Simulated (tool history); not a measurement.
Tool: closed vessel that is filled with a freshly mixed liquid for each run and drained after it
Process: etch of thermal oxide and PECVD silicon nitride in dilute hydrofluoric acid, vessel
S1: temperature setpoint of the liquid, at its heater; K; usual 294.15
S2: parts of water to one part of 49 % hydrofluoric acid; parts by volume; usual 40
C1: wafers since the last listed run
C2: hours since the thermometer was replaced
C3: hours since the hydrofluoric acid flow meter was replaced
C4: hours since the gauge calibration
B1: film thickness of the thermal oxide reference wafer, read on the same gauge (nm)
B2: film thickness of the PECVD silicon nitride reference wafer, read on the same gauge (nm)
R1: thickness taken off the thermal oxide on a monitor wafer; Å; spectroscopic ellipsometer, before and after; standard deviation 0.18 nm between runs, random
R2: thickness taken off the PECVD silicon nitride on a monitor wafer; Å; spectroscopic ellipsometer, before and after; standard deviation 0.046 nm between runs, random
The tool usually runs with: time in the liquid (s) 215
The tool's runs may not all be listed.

{"run": 1, "hour": 0.0, "S1": 297.15, "S2": 40, "time in the liquid (s)": 140, "C1": 0, "C2": 2093.6, "C3": 631.3, "C4": 879.8, "B1": 140.01, "B2": 79.99, "R1": 215.1, "R2": 55.5}
{"run": 2, "hour": 61.9, "S1": 297.15, "S2": 40, "time in the liquid (s)": 280, "C1": 6571, "C2": 2155.5, "C3": 693.2, "C4": 941.7, "B1": 140.01, "B2": 80.02, "R1": 431.2, "R2": 110.3}
{"run": 3, "hour": 183.7, "S1": 297.15, "S2": 40, "time in the liquid (s)": 280, "C1": 12930, "C2": 2277.3, "C3": 815.0, "C4": 1063.5, "B1": 140.02, "B2": 80.0, "R1": 431.8, "R2": 112.8}
{"run": 4, "hour": 230.6, "S1": 297.15, "S2": 40, "time in the liquid (s)": 280, "C1": 4978, "C2": 2324.2, "C3": 861.9, "C4": 1110.4, "B1": 140.01, "B2": 80.02, "R1": 431.4, "R2": 111.7}
{"run": 5, "hour": 333.7, "S1": 294.15, "S2": 40, "time in the liquid (s)": 215, "C1": 10945, "C2": 2427.3, "C3": 965.0, "C4": 1213.5, "B1": 140.02, "B2": 79.97, "R1": 295.7, "R2": 71.4}
{"run": 6, "hour": 635.5, "S1": 294.15, "S2": 40, "time in the liquid (s)": 215, "C1": 32039, "C2": 2729.1, "C3": 1266.8, "C4": 1515.3, "B1": 140.02, "B2": 80.0, "R1": 297.6, "R2": 70.8}
{"run": 7, "hour": 676.5, "S1": 294.15, "S2": 45, "time in the liquid (s)": 215, "C1": 4352, "C2": 2770.1, "C3": 1307.8, "C4": 1556.3, "B1": 139.97, "B2": 79.98, "R1": 265.1, "R2": 63.2}
{"run": 8, "hour": 753.0, "S1": 294.15, "S2": 45, "time in the liquid (s)": 215, "C1": 8121, "C2": 2846.6, "C3": 1384.3, "C4": 1632.8, "B1": 140.0, "B2": 80.01, "R1": 264.5, "R2": 64.5}
{"run": 9, "hour": 796.0, "S1": 294.15, "S2": 45, "time in the liquid (s)": 215, "C1": 4564, "C2": 2889.6, "C3": 1427.3, "C4": 1675.8, "B1": 140.01, "B2": 80.04, "R1": 264.0, "R2": 65.0}
{"hour": 816.5, "done": "thermometer replaced"}
{"run": 10, "hour": 892.1, "S1": 294.15, "S2": 40, "time in the liquid (s)": 215, "C1": 10095, "C2": 75.6, "C3": 1523.4, "C4": 1771.9, "B1": 140.01, "B2": 80.0, "R1": 312.7, "R2": 78.7}
{"run": 11, "hour": 953.1, "S1": 294.15, "S2": 30, "time in the liquid (s)": 215, "C1": 6475, "C2": 136.6, "C3": 1584.4, "C4": 1832.9, "B1": 139.97, "B2": 80.03, "R1": 420.7, "R2": 102.1}
{"run": 12, "hour": 994.8, "S1": 294.15, "S2": 40, "time in the liquid (s)": 215, "C1": 4426, "C2": 178.3, "C3": 1626.1, "C4": 1874.6, "B1": 140.03, "B2": 79.99, "R1": 314.2, "R2": 77.5}
{"hour": 1049.6, "done": "gauge calibrated"}
{"run": 13, "hour": 1060.9, "S1": 295.65, "S2": 40, "time in the liquid (s)": 120, "C1": 7017, "C2": 244.4, "C3": 1692.2, "C4": 11.3, "B1": 140.02, "B2": 79.96, "R1": 187.2, "R2": 49.0}
{"hour": 1116.9, "done": "thermometer replaced, repeated, since the last time left the tool worse"}
{"run": 14, "hour": 1143.6, "S1": 292.15, "S2": 25, "time in the liquid (s)": 250, "C1": 8673, "C2": 26.7, "C3": 1774.9, "C4": 94.0, "B1": 140.01, "B2": 80.04, "R1": 474.0, "R2": 101.3}
{"hour": 1336.3, "done": "hydrofluoric acid flow meter replaced"}
{"run": 15, "hour": 1411.8, "S1": 299.15, "S2": 40, "time in the liquid (s)": 215, "C1": 28366, "C2": 294.9, "C3": 75.5, "C4": 362.2, "B1": 139.98, "B2": 80.0, "R1": 343.0, "R2": 90.1}
{"run": 16, "hour": 1482.5, "S1": 294.15, "S2": 40, "time in the liquid (s)": 215, "C1": 7505, "C2": 365.6, "C3": 146.2, "C4": 432.9, "B1": 140.01, "B2": 80.02, "R1": 277.9, "R2": 65.5}
{"run": 17, "hour": 1699.6, "S1": 294.15, "S2": 40, "time in the liquid (s)": 135, "C1": 23047, "C2": 582.7, "C3": 363.3, "C4": 650.0, "B1": 139.97, "B2": 80.01, "R1": 175.9, "R2": 41.2}
{"run": 18, "hour": 1800.2, "S1": 297.15, "S2": 40, "time in the liquid (s)": 280, "C1": 10679, "C2": 683.3, "C3": 463.9, "C4": 750.6, "B1": 140.0, "B2": 80.01, "R1": 417.8, "R2": 104.5}
{"run": 19, "hour": 1874.7, "S1": 294.15, "S2": 25, "time in the liquid (s)": 110, "C1": 7909, "C2": 757.8, "C3": 538.4, "C4": 825.1, "B1": 139.99, "B2": 80.01, "R1": 237.3, "R2": 53.4}
{"run": 20, "hour": 1952.7, "S1": 292.65, "S2": 40, "time in the liquid (s)": 215, "C1": 8280, "C2": 835.8, "C3": 616.4, "C4": 903.1, "B1": 140.01, "B2": 80.0, "R1": 264.7, "R2": 59.1}

Below, some changes in R1 between adjacent runs. For each, the amount present without the hidden state too (settings, incoming material, random variation) and the amount remaining for the hidden state with gauge scatter not shared by both compared results:
Unlogged tool condition in this case: liquid hotter than its thermometer reads (K); hydrofluoric acid flow below the setpoint (%); gauge reads high (%).
Run 9 -> 10: S2 45 -> 40, thermometer replaced. R1 +48.7 Å: hidden state +17.2, all else +31.5.
Run 13 -> 14: S1 295.65 -> 292.15, S2 40 -> 25, time in the liquid (s) 120 -> 250, thermometer replaced, repeated, since the last time left the tool worse. R1 +286.8 Å: hidden state -18.1, all else +304.9.
Run 17 -> 18: S1 294.15 -> 297.15, time in the liquid (s) 135 -> 280. R1 +241.9 Å: hidden state +6.9, all else +235.0.
